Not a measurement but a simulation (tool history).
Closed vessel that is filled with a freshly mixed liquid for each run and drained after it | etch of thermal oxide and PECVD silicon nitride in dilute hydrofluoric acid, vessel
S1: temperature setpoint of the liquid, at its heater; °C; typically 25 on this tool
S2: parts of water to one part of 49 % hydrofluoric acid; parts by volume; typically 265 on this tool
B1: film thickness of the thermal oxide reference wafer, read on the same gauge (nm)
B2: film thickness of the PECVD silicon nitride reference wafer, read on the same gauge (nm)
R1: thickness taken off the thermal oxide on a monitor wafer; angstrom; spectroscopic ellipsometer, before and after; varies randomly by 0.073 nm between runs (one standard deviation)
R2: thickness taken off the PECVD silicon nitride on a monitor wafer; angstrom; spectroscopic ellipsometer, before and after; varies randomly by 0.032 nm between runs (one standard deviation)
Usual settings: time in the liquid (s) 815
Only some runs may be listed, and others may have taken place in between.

Run 1, hour 0: usual settings but S2 200 parts by volume; B1 89.96; B2 39.98. Result: R1 172 angstrom, R2 115.4 angstrom.
Run 2, hour 24.5: usual settings but S2 200 parts by volume; B1 89.98; B2 39.97. Result: R1 171.6 angstrom, R2 115.3 angstrom.
Run 3, hour 45.4: usual settings; B1 89.97; B2 39.99. Result: R1 122.5 angstrom, R2 87.4 angstrom.
Run 4, hour 62.8: usual settings; B1 90.03; B2 40.01. Result: R1 122.2 angstrom, R2 87.3 angstrom.
Run 5, hour 86.5: usual settings; B1 89.98; B2 40.01. Result: R1 122.7 angstrom, R2 88.1 angstrom.
Run 6, hour 114.3: usual settings; B1 89.95; B2 39.99. Result: R1 120.9 angstrom, R2 87.7 angstrom.
Run 7, hour 131.7: usual settings; B1 89.96; B2 40. Result: R1 122.8 angstrom, R2 88.7 angstrom.
Run 8, hour 156.5: usual settings; B1 89.98; B2 39.97. Result: R1 123.1 angstrom, R2 89.1 angstrom.
Run 9, hour 188.4: usual settings; B1 90.02; B2 40. Result: R1 125.1 angstrom, R2 88.9 angstrom.
Run 10, hour 210.5: usual settings; B1 89.97; B2 39.97. Result: R1 123.3 angstrom, R2 89.7 angstrom.
Run 11, hour 228.7: usual settings; B1 90; B2 39.97. Result: R1 123.5 angstrom, R2 88.9 angstrom.
Run 12, hour 244.3: usual settings but time in the liquid (s) 1090; B1 90.02; B2 40.03. Result: R1 167.3 angstrom, R2 119.1 angstrom.
Run 13, hour 260.5: usual settings but S2 225 parts by volume; B1 89.98; B2 40. Result: R1 154.4 angstrom, R2 105.4 angstrom.
At hour 283.3: gauge calibrated.
Run 14, hour 292.4: usual settings but S2 325 parts by volume; B1 90.01; B2 40.01. Result: R1 95.8 angstrom, R2 73.1 angstrom.
At hour 294.7: hydrofluoric acid flow meter replaced.
Run 15, hour 324.8: usual settings but S1 21.5 °C; B1 90.06; B2 39.98. Result: R1 101.7 angstrom, R2 67.3 angstrom.
At hour 356.9: thermometer replaced.
Run 16, hour 359.9: usual settings but S1 22 °C; B1 90.03; B2 39.93. Result: R1 103.5 angstrom, R2 69.8 angstrom.
Run 17, hour 372.7: usual settings but S1 20.5 °C, S2 315 parts by volume, time in the liquid (s) 1200; B1 89.96; B2 40.02. Result: R1 116.4 angstrom, R2 78.8 angstrom.
Run 18, hour 400.2: usual settings but S1 28 °C; B1 89.99; B2 40.03. Result: R1 129.8 angstrom, R2 101.4 angstrom.
Run 19, hour 415.5: usual settings but S1 21 °C, S2 140 parts by volume, time in the liquid (s) 1065; B1 89.99; B2 40.03. Result: R1 281.2 angstrom, R2 160.7 angstrom.
Run 20, hour 438.6: usual settings but S1 29 °C, S2 190 parts by volume, time in the liquid (s) 560; B1 90.01; B2 40.03. Result: R1 140.7 angstrom, R2 102.9 angstrom.
Run 21, hour 452.7: usual settings but S1 20.5 °C, S2 315 parts by volume, time in the liquid (s) 1200; B1 89.98; B2 40.01. Result: R1 117.8 angstrom, R2 79.9 angstrom.
Run 22, hour 467.9: usual settings but time in the liquid (s) 495; B1 89.97; B2 40.01. Result: R1 71 angstrom, R2 51.2 angstrom.
Run 23, hour 496.4: usual settings; B1 90.05; B2 39.98. Result: R1 116.6 angstrom, R2 85.1 angstrom.

Some steps in R1 between neighbouring runs. How much of each would the tool show without its hidden state too (settings, what came in, random variation), and how much is left for the hidden state, with any gauge scatter that isn't in both results?
Unlogged tool condition in this case: liquid colder than its thermometer reads (K); hydrofluoric acid flow above the setpoint (%); gauge reads high (%).
Run 13 -> 14: S2 225 -> 325, gauge calibrated. R1 -58.6 angstrom: hidden state -4.2, all else -54.4.
Run 14 -> 15: S1 25 -> 21.5, S2 325 -> 265, hydrofluoric acid flow meter replaced. R1 +5.9 angstrom: hidden state -8.1, all else +14.
Run 18 -> 19: S1 28 -> 21, S2 265 -> 140, time in the liquid (s) 815 -> 1065. R1 +151.4 angstrom: hidden state +2.4, all else +149.
Run 19 -> 20: S1 21 -> 29, S2 140 -> 190, time in the liquid (s) 1065 -> 560. R1 -140.5 angstrom: hidden state -1.7, all else -138.8.

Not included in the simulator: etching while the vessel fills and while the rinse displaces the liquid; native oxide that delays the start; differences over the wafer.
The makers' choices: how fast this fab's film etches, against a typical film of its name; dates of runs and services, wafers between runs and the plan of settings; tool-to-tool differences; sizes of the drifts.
